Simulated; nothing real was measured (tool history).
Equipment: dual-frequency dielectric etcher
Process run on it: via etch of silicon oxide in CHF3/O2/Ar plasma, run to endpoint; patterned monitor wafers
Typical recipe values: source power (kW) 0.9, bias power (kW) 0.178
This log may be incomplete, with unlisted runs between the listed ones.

run,hour,source power (kW),bias power (kW),wafers since the last listed run,hours since the last wet clean,hours since the last source power generator calibration,hours since the last bias power generator calibration,hours since the last upper electrode change,"incoming incoming film thickness, nm",endpoint time (s)
1,0,1.03,0.192,0,35.2,2176.4,1983.7,5490.6,608.9,234.9
2,33.5,0.9,0.178,201,68.7,2209.9,2017.2,5524.1,609.8,251.5
3,58.2,0.9,0.178,148,93.4,2234.6,2041.9,5548.8,619.7,255.7
4,92.7,0.9,0.178,207,127.9,2269.1,2076.4,5583.3,611.3,252.3
5,110.7,0.9,0.178,108,145.9,2287.1,2094.4,5601.3,610.4,254.5
6,134.5,0.9,0.178,143,169.7,2310.9,2118.2,5625.1,612.3,252.9
7,149.2,0.75,0.178,88,184.4,2325.6,2132.9,5639.8,620,273.5
8,170.9,0.75,0.178,130,206.1,2347.3,2154.6,5661.5,615.2,274.8
# hour 257.4: upper electrode replaced, of another model than before
9,276.7,0.75,0.178,492,311.9,2453.1,2260.4,19.3,611.3,285.6
10,298.5,0.9,0.161,131,333.7,2474.9,2282.2,41.1,613.4,270.6
11,333.9,0.9,0.161,212,369.1,2510.3,2317.6,76.5,615.3,269.7
12,347.1,0.9,0.178,79,382.3,2523.5,2330.8,89.7,614.5,260.6
13,367.9,0.9,0.178,125,403.1,2544.3,2351.6,110.5,612.4,261.6
14,386.6,0.78,0.137,112,421.8,2563,2370.3,129.2,613.7,311.5
15,420.9,0.9,0.161,206,456.1,2597.3,2404.6,163.5,611.8,268.9
# hour 459.9: wet clean of the chamber
16,460.4,0.9,0.144,93,0.5,2636.8,2444.1,203,614.6,271.4
17,460.8,0.72,0.178,2,0.9,2637.2,2444.5,203.4,610.1,282.6
18,471.7,1.09,0.201,65,11.8,2648.1,2455.4,214.3,609,216
# hour 484.2: source power generator calibrated
19,487.1,1.12,0.213,68,27.2,2.9,2470.8,229.7,616.8,209.7
# hour 499.7: bias power generator calibrated
20,504.4,0.9,0.178,80,44.5,20.2,4.7,247,619.5,254.4
21,529.4,0.96,0.221,150,69.5,45.2,29.7,272,610,223.3
22,550.4,0.72,0.165,126,90.5,66.2,50.7,293,613.3,297.2
23,566.9,0.69,0.165,99,107,82.7,67.2,309.5,617,304.1
24,594,0.78,0.178,163,134.1,109.8,94.3,336.6,608.1,273.1
25,612.4,1.06,0.221,110,152.5,128.2,112.7,355,609.3,212.3
26,633.8,0.9,0.146,128,173.9,149.6,134.1,376.4,609.3,270.8
27,667.8,0.75,0.203,204,207.9,183.6,168.1,410.4,606,265.4
28,688.4,1.1,0.154,123,228.5,204.2,188.7,431,613.3,241.3
29,710.2,0.81,0.213,131,250.3,226,210.5,452.8,610,251.8
30,724.1,0.9,0.178,83,264.2,239.9,224.4,466.7,613.2,255
31,753.3,0.73,0.178,175,293.4,269.1,253.6,495.9,613.5,288.2
32,778.5,0.9,0.178,151,318.6,294.3,278.8,521.1,608.1,255.4
33,794,0.9,0.178,93,334.1,309.8,294.3,536.6,609,253.4
34,828.9,1.01,0.197,209,369,344.7,329.2,571.5,612.1,231.2

Below are 5 alternative next runs, each starting from the tool's condition after run 34. Predict each:
A,829.4,0.9,0.217,3,369.5,345.2,329.7,572,614.4,?
B,829.4,0.82,0.142,3,369.5,345.2,329.7,572,614.4,?
C,829.4,1.11,0.15,3,369.5,345.2,329.7,572,614.4,?
D,829.4,0.83,0.178,3,369.5,345.2,329.7,572,614.4,?
E,829.4,0.9,0.148,3,369.5,345.2,329.7,572,614.4,?

run,endpoint time (s)
A,239.7
B,297.4
C,246.6
D,270.8
E,277.6
Without the tool's hidden state the same runs would have given:
run,endpoint time (s)
A,233.9
B,290.2
C,240.6
D,264.2
E,270.8
